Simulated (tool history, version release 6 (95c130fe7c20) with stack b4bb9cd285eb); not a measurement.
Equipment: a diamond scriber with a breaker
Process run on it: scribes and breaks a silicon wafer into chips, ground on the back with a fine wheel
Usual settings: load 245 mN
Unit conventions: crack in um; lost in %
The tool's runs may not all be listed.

| run | hour | load | wafers since the last listed run | hours since the diamond tip was replaced | hours since the load on the tip was calibrated | incoming depth of the damage left on the back of the incoming wafer, um | crack | lost |
|---|---|---|---|---|---|---|---|---|
| 1 | 0.0 | 291 | 0 | 512.2 | 628.6 | 2.86 | 13.19 | 2.33 |
|  | 6.3 | diamond tip replaced by a new one |
| 2 | 48.6 | 291 | 52 | 42.3 | 677.2 | 2.94 | 13.00 | 2.13 |
| 3 | 103.5 | 260 | 62 | 97.2 | 732.1 | 2.87 | 12.20 | 1.96 |
| 4 | 164.4 | 260 | 68 | 158.1 | 793.0 | 2.71 | 12.20 | 1.95 |
| 5 | 222.8 | 260 | 66 | 216.5 | 851.4 | 2.73 | 11.99 | 1.79 |
| 6 | 265.4 | 245 | 48 | 259.1 | 894.0 | 1.87 | 11.49 | 2.40 |
| 7 | 322.8 | 245 | 64 | 316.5 | 951.4 | 2.13 | 11.46 | 2.82 |
| 8 | 358.1 | 245 | 39 | 351.8 | 986.7 | 1.53 | 11.27 | 2.51 |
| 9 | 409.7 | 245 | 58 | 403.4 | 1038.3 | 2.25 | 11.17 | 3.18 |
| 10 | 460.9 | 278 | 57 | 454.6 | 1089.5 | 2.60 | 12.33 | 1.51 |
| 11 | 519.0 | 278 | 65 | 512.7 | 1147.6 | 2.45 | 12.55 | 1.39 |
|  | 553.3 | diamond tip replaced by a new one |
|  | 579.0 | load on the tip recalibrated |
| 12 | 579.8 | 213 | 64 | 26.5 | 0.8 | 2.30 | 10.85 | 4.45 |
| 13 | 620.9 | 245 | 46 | 67.6 | 41.9 | 2.04 | 12.17 | 1.19 |
| 14 | 656.9 | 224 | 40 | 103.6 | 77.9 | 2.76 | 11.25 | 3.88 |
| 15 | 725.6 | 224 | 77 | 172.3 | 146.6 | 2.91 | 11.01 | 4.44 |
| 16 | 765.3 | 245 | 44 | 212.0 | 186.3 | 2.42 | 12.05 | 1.81 |
| 17 | 829.9 | 245 | 73 | 276.6 | 250.9 | 1.96 | 11.68 | 1.56 |
| 18 | 879.7 | 245 | 56 | 326.4 | 300.7 | 2.33 | 12.00 | 1.94 |
| 19 | 923.9 | 245 | 50 | 370.6 | 344.9 | 2.63 | 11.70 | 2.30 |
| 20 | 991.9 | 245 | 76 | 438.6 | 412.9 | 2.60 | 11.75 | 2.39 |
| 21 | 1021.7 | 185 | 33 | 468.4 | 442.7 | 2.25 | 9.57 | 15.11 |
| 22 | 1049.0 | 222 | 30 | 495.7 | 470.0 | 2.17 | 10.82 | 4.79 |
|  | 1107.6 | diamond tip replaced by a new one |
| 23 | 1154.0 | 181 | 116 | 46.4 | 575.0 | 2.69 | 9.11 | 15.64 |
| 24 | 1216.3 | 287 | 70 | 108.7 | 637.3 | 1.94 | 12.84 | 1.23 |
| 25 | 1270.8 | 172 | 61 | 163.2 | 691.8 | 2.50 | 8.77 | 21.98 |
| 26 | 1298.9 | 291 | 31 | 191.3 | 719.9 | 2.31 | 13.04 | 1.47 |
| 27 | 1352.4 | 197 | 60 | 244.8 | 773.4 | 1.67 | 9.48 | 10.42 |
| 28 | 1380.4 | 260 | 31 | 272.8 | 801.4 | 2.80 | 11.86 | 2.36 |
| 29 | 1431.9 | 177 | 58 | 324.3 | 852.9 | 1.79 | 8.78 | 19.71 |
| 30 | 1460.0 | 245 | 31 | 352.4 | 881.0 | 2.29 | 10.92 | 3.67 |
| 31 | 1486.5 | 203 | 30 | 378.9 | 907.5 | 2.50 | 9.66 | 11.59 |
| 32 | 1520.9 | 218 | 38 | 413.3 | 941.9 | 2.54 | 10.34 | 8.91 |
| 33 | 1576.1 | 281 | 62 | 468.5 | 997.1 | 1.95 | 12.15 | 1.22 |
|  | 1622.6 | diamond tip replaced by a new one |
| 34 | 1643.3 | 245 | 73 | 20.7 | 1064.3 | 2.35 | 11.30 | 3.88 |
| 35 | 1685.3 | 245 | 47 | 62.7 | 1106.3 | 2.40 | 10.91 | 4.09 |
| 36 | 1753.8 | 315 | 77 | 131.2 | 1174.8 | 1.85 | 13.39 | 1.53 |

What was the tool's hidden state at every run in the log?
share of the diamond tip's cutting effectiveness lost through wear, %: 0 in every run
H1: deviation of the load on the tip from its setpoint, %
| run | H1 |
|---|---|
| 1 | -8.33 |
| 2 | -8.85 |
| 3 | -9.43 |
| 4 | -10.1 |
| 5 | -10.7 |
| 6 | -11.2 |
| 7 | -11.8 |
| 8 | -12.1 |
| 9 | -12.7 |
| 10 | -13.2 |
| 11 | -13.8 |
| 12 | -3.86 |
| 13 | -4.29 |
| 14 | -4.68 |
| 15 | -5.41 |
| 16 | -5.83 |
| 17 | -6.51 |
| 18 | -7.04 |
| 19 | -7.51 |
| 20 | -8.23 |
| 21 | -8.55 |
| 22 | -8.84 |
| 23 | -9.95 |
| 24 | -10.6 |
| 25 | -11.2 |
| 26 | -11.5 |
| 27 | -12.1 |
| 28 | -12.4 |
| 29 | -12.9 |
| 30 | -13.2 |
| 31 | -13.5 |
| 32 | -13.9 |
| 33 | -14.4 |
| 34 | -15.1 |
| 35 | -15.6 |
| 36 | -16.3 |
